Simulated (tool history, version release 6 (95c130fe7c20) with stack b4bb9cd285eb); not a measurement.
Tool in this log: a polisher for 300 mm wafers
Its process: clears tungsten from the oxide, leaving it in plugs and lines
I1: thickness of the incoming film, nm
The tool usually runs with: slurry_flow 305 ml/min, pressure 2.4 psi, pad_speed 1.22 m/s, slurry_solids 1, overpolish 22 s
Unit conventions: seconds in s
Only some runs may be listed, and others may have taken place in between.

Run 1, hour 0: usual settings but pressure 2.8 psi; I1 373.1. Result: seconds 90.9 s.
Run 2, hour 15.2: usual settings but overpolish 14 s; I1 370.9. Result: seconds 105.5 s.
Run 3, hour 23.6: usual settings but overpolish 14 s; I1 370.2. Result: seconds 104.2 s.
Run 4, hour 29.7: usual settings but pad_speed 1.36 m/s; I1 369.6. Result: seconds 95.4 s.
Run 5, hour 37.5: usual settings; I1 371.1. Result: seconds 107.1 s.
Run 6, hour 46.9: usual settings; I1 369.6. Result: seconds 110.2 s.
Run 7, hour 63.4: usual settings; I1 366.3. Result: seconds 106 s.
Run 8, hour 70.5: usual settings but slurry_solids 0.85; I1 376. Result: seconds 115.6 s.
At hour 85.7: slurry nozzle cleaned.
Run 9, hour 86.6: usual settings; I1 371.3. Result: seconds 110.1 s.
At hour 100.6: slurry tank refilled with fresh slurry and peroxide.
Run 10, hour 103.5: usual settings but slurry_flow 360 ml/min, pressure 3.1 psi, overpolish 17 s; I1 376.8. Result: seconds 86.5 s.
At hour 112.5: slurry blender recalibrated.
Run 11, hour 113: usual settings but pad_speed 1.52 m/s, slurry_solids 1.25, overpolish 17 s; I1 368.9. Result: seconds 86.6 s.
Run 12, hour 121: usual settings but slurry_flow 265 ml/min, slurry_solids 1.3; I1 364.3. Result: seconds 103 s.
Run 13, hour 134.8: usual settings but pad_speed 0.86 m/s, overpolish 13 s; I1 374.9. Result: seconds 144.1 s.
At hour 141.9: worn pad replaced by a new one.
Run 14, hour 143.7: usual settings but slurry_solids 1.2, overpolish 27 s; I1 372.7. Result: seconds 95.8 s.
At hour 147.7: head pressure recalibrated.
Run 15, hour 151.7: usual settings but slurry_flow 340 ml/min, overpolish 26 s; I1 372.6. Result: seconds 96.9 s.
Run 16, hour 168.7: usual settings; I1 373.2. Result: seconds 101.1 s.

Run 17, settings as shown, results not yet in. Your forecast:
Run 17, hour 177.9: usual settings; I1 369.1. Result: seconds ?.

{"run 17": {"seconds": 101.4}}
Minus the tool's unlogged condition, the same run would have read seconds 95.8 s.
